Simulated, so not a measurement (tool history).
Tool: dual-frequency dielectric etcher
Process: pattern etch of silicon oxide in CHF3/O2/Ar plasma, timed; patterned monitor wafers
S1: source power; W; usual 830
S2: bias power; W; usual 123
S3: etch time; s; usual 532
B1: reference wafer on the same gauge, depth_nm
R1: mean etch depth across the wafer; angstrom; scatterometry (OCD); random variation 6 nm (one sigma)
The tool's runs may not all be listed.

run	hour	S1	S2	S3	B1	R1
1	0	830	108	532	977.7	9982
2	64.1	830	108	532	978.4	9843
3	117.4	830	147	532	977.9	11312
4	177.3	830	147	532	980.8	11399
5	245.3	830	144	532	982.9	11338
# hour 290.3: wet clean of the chamber
6	315.7	830	144	532	984.3	11337
7	359.2	900	142	532	985.2	11865
8	403	900	142	532	986.1	11691
# hour 440.3: source power generator calibrated
9	456.6	830	123	532	988.7	10692
10	491.3	830	123	532	989.7	10653
11	541.9	830	123	532	992.5	10615
# hour 582.6: upper electrode replaced
12	583.1	960	123	532	993.8	11391
13	594.7	960	123	532	993.9	11488
14	654.3	680	123	403	997	7283
15	682	650	100	397	1000.2	6270
16	748.4	830	123	532	1002	10703
# hour 782.9: wet clean of the chamber
17	783.4	930	140	587.5	1004.3	13276
18	835.6	670	140	641.5	1007.8	12244
19	860.3	830	123	532	1010.4	10768
20	911.2	750	123	532	1011.7	10301
# hour 932.9: gauge calibrated
# hour 955.9: bias power generator calibrated
21	981.5	930	101	633	973.3	11966
22	1016.8	830	123	380.5	972.5	7454
23	1042.1	830	123	532	973	10339
24	1105.7	940	123	473.5	973.6	10016
25	1165	960	102	464.5	973.1	9010
26	1197.3	830	123	532	974.2	10424
27	1251.4	830	123	532	975.4	10388

Forecast each of these 3 alternatives for the next run:
A	1252	830	123	532	?	?
B	1252	710	115	532	?	?
C	1252	1000	123	532	?	?

run	B1	R1
A	974.8	10474
B	974.8	9286
C	974.8	11562
Without the tool's hidden state the same runs would have given:
run	R1
A	10524
B	9330
C	11616
